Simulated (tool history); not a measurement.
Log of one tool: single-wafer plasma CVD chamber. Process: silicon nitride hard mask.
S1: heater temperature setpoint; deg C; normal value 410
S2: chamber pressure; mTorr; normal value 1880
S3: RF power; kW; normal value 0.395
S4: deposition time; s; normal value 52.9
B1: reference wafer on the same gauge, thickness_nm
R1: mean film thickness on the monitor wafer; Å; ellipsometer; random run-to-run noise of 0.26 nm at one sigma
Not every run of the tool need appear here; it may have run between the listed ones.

| run | hour | S1 | S2 | S3 | S4 | B1 | R1 |
|---|---|---|---|---|---|---|---|
| 1 | 0 | 410 | 1880 | 0.395 | 52.9 | 95.145 | 805.41 |
| 2 | 103.2 | 410 | 1880 | 0.395 | 52.9 | 95.181 | 807.66 |
| 3 | 148.9 | 410 | 2130 | 0.395 | 46.6 | 95.222 | 727.76 |
| 4 | 197.7 | 410 | 1880 | 0.395 | 52.9 | 95.186 | 808.07 |
| 5 | 274.5 | 410 | 1880 | 0.395 | 52.9 | 95.194 | 799.74 |
|  | 493.3 | thermocouple changed; heater temperature recalibrated |
| 6 | 563.5 | 410 | 1520 | 0.395 | 52.9 | 95.159 | 759.91 |
| 7 | 661.1 | 410 | 1740 | 0.395 | 52.9 | 95.19 | 780.2 |
| 8 | 699.6 | 410 | 1880 | 0.395 | 52.9 | 95.239 | 796.32 |
| 9 | 780.4 | 410 | 1880 | 0.395 | 52.9 | 95.18 | 803.83 |
|  | 858.5 | capacitance manometer re-zeroed and calibrated |
| 10 | 985.9 | 410 | 1880 | 0.395 | 52.9 | 95.142 | 780.08 |
| 11 | 1061.9 | 415 | 1730 | 0.395 | 42.9 | 95.243 | 618.71 |
| 12 | 1106.9 | 404 | 1610 | 0.43 | 43.7 | 95.25 | 676.66 |
| 13 | 1155.2 | 410 | 1880 | 0.415 | 57.2 | 95.153 | 883.72 |
|  | 1242.5 | RF generator calibrated |
| 14 | 1243 | 410 | 1880 | 0.395 | 59.7 | 95.198 | 914.14 |
| 15 | 1555 | 410 | 1880 | 0.395 | 52.9 | 95.191 | 800.62 |
| 16 | 1657.9 | 410 | 1880 | 0.395 | 52.9 | 95.249 | 797.49 |
| 17 | 1743 | 410 | 1880 | 0.395 | 52.9 | 95.137 | 799.16 |
| 18 | 1808.4 | 415 | 1880 | 0.395 | 59.1 | 95.167 | 884.68 |
| 19 | 1849 | 410 | 1880 | 0.395 | 45.5 | 95.14 | 684.57 |
| 20 | 1959 | 410 | 1880 | 0.44 | 46.9 | 95.218 | 779.1 |
| 21 | 2044.6 | 401 | 2090 | 0.445 | 52.9 | 95.158 | 912.89 |
| 22 | 2136.3 | 404 | 2040 | 0.395 | 52.9 | 95.153 | 814.05 |
| 23 | 2184.2 | 410 | 1880 | 0.395 | 52.9 | 95.236 | 793.01 |
| 24 | 2288.3 | 395 | 2310 | 0.445 | 63 | 95.192 | 1120.09 |
| 25 | 2364.5 | 402 | 2280 | 0.395 | 61.5 | 95.2 | 970.02 |
| 26 | 2463.3 | 410 | 1880 | 0.395 | 52.9 | 95.091 | 795.89 |
|  | 2508.3 | RF generator calibrated |
| 27 | 2526.2 | 410 | 1880 | 0.35 | 52.9 | 95.136 | 720.69 |

A few steps of R1 between consecutive runs. Split each: what settings, incoming material and random variation would produce without the hidden state, and what is left over for the hidden state, along with gauge scatter present in only one of the two compared results (measured, and without hidden state):
What the log doesn't record here: wafer temperature above the value expected at the setpoint (K); delivered RF power above the setpoint (%); true pressure above the setpoint (%); gauge reads high (%).
Run 12 -> 13: S1 404 -> 410, S2 1610 -> 1880, S3 0.43 -> 0.415, S4 43.7 -> 57.2. R1 +207.06 Å: hidden state -6.33, all else +213.39.
Run 13 -> 14: S3 0.415 -> 0.395, S4 57.2 -> 59.7, RF generator calibrated. R1 +30.42 Å: hidden state +31.62, all else -1.2.
Run 23 -> 24: S1 410 -> 395, S2 1880 -> 2310, S3 0.395 -> 0.445, S4 52.9 -> 63. R1 +327.08 Å: hidden state -4.31, all else +331.39.
Run 26 -> 27: S3 0.395 -> 0.35, RF generator calibrated. R1 -75.2 Å: hidden state +22.83, all else -98.03.
